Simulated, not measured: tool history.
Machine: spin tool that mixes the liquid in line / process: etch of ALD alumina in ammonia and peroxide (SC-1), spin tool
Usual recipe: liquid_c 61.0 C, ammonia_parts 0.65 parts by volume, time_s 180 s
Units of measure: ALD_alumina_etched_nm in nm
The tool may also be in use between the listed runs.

| run | day | liquid_c | ammonia_parts | time_s | wafers since the last listed run | hours since the thermometer was replaced | hours since the ammonia flow meter was replaced | hours since the heated supply line was repaired | hours since the drum of ammonia solution was connected | hours since the gauge calibration | read-back film thickness of the ALD alumina reference wafer, read on the same gauge (nm) | ALD_alumina_etched_nm |
|---|---|---|---|---|---|---|---|---|---|---|---|---|
| 1 | 0.000 | 61.0 | 0.65 | 180 | 0 | 1466.4 | 284.7 | 473.5 | 128.8 | 169.6 | 150.04 | 18.12 |
| 2 | 1.492 | 61.0 | 0.65 | 180 | 256 | 1502.2 | 320.5 | 509.3 | 164.6 | 205.4 | 150.00 | 18.06 |
| 3 | 3.462 | 61.0 | 0.65 | 180 | 338 | 1549.5 | 367.8 | 556.6 | 211.9 | 252.7 | 149.95 | 17.94 |
|  | 4.529 | new drum of ammonia solution connected |
| 4 | 4.654 | 61.0 | 0.65 | 180 | 197 | 1578.1 | 396.4 | 585.2 | 3.0 | 281.3 | 150.04 | 18.01 |
|  | 4.883 | ammonia flow meter replaced |
| 5 | 5.667 | 61.0 | 0.65 | 180 | 166 | 1602.4 | 18.8 | 609.5 | 27.3 | 305.6 | 149.95 | 17.95 |
| 6 | 8.083 | 61.0 | 0.65 | 180 | 415 | 1660.4 | 76.8 | 667.5 | 85.3 | 363.6 | 150.03 | 17.90 |
| 7 | 10.967 | 61.0 | 0.65 | 180 | 495 | 1729.6 | 146.0 | 736.7 | 154.5 | 432.8 | 150.02 | 17.91 |
|  | 12.367 | heated supply line repaired |
| 8 | 12.958 | 61.0 | 0.45 | 265 | 335 | 1777.4 | 193.8 | 14.2 | 202.3 | 480.6 | 149.94 | 26.40 |
| 9 | 13.983 | 61.0 | 0.65 | 265 | 176 | 1802.0 | 218.4 | 38.8 | 226.9 | 505.2 | 150.00 | 27.23 |
|  | 14.633 | new drum of ammonia solution connected |
|  | 15.258 | thermometer replaced |
| 10 | 16.146 | 69.5 | 0.80 | 280 | 357 | 21.3 | 270.3 | 90.7 | 36.3 | 557.1 | 149.99 | 44.77 |
| 11 | 18.054 | 52.5 | 0.80 | 285 | 328 | 67.1 | 316.1 | 136.5 | 82.1 | 602.9 | 150.01 | 19.11 |

What does the tool deliver on the next run?
| 12 | 20.275 | 68.0 | 0.40 | 180 | 381 | 120.4 | 369.4 | 189.8 | 135.4 | 656.2 | ? | ? |

Run 12 produced read-back film thickness of the ALD alumina reference wafer, read on the same gauge (nm) 149.99, ALD_alumina_etched_nm 24.96 nm.
With the hidden condition absent and the run-to-run variation left alone, this run would have shown ALD_alumina_etched_nm 25.19 nm.
